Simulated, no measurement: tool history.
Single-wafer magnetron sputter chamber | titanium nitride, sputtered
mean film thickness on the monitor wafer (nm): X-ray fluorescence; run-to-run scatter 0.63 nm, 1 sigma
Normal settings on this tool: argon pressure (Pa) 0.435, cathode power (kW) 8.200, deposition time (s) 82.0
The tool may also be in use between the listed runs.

run,hour,argon pressure (Pa),cathode power (kW),deposition time (s),wafers since the last listed run,wafers on the sputter target,hours since the last manometer calibration,hours since the magnet pack was replaced,hours since the gauge calibration,"read-back reference wafer on the same gauge, thickness_nm",mean film thickness on the monitor wafer (nm)
1,0.0,0.435,8.200,82.0,0,3528,2556.7,7677.2,320.2,130.054,122.194
2,34.6,0.435,8.200,82.0,496,4025,2591.3,7711.8,354.8,130.022,121.748
3,55.7,0.435,8.200,82.0,302,4328,2612.4,7732.9,375.9,130.062,122.355
4,82.2,0.435,9.450,82.0,380,4708,2638.9,7759.4,402.4,129.756,139.901
5,94.7,0.435,8.200,82.0,179,4887,2651.4,7771.9,414.9,130.122,122.436
6,112.1,0.435,8.200,82.0,249,5137,2668.8,7789.3,432.3,129.778,121.717
7,128.9,0.435,8.200,82.0,241,5378,2685.6,7806.1,449.1,129.793,121.819
8,153.4,0.435,8.200,88.0,351,5730,2710.1,7830.6,473.6,129.808,131.462
# hour 192.5: capacitance manometer re-zeroed and calibrated
9,193.0,0.435,8.200,88.0,453,6183,0.5,7870.2,513.2,129.627,130.383
# hour 211.3: gauge calibrated
# hour 214.2: magnet pack replaced
10,220.8,0.435,8.200,82.0,284,6468,28.3,6.6,9.5,132.807,124.137
11,240.2,0.515,8.200,93.5,278,6746,47.7,26.0,28.9,132.349,138.033
12,267.8,0.435,7.200,82.0,396,7142,75.3,53.6,56.5,132.002,109.129
13,300.7,0.294,6.750,93.7,472,7614,108.2,86.5,89.4,131.944,122.406

Run 14 is up next; what results do you expect?
14,314.5,0.435,8.200,91.8,198,7812,122.0,100.3,103.2,?,?

read-back reference wafer on the same gauge, thickness_nm: 131.572
mean film thickness on the monitor wafer (nm): 136.555
Minus the tool's unlogged condition, the same run would have read mean film thickness on the monitor wafer (nm) 138.033.
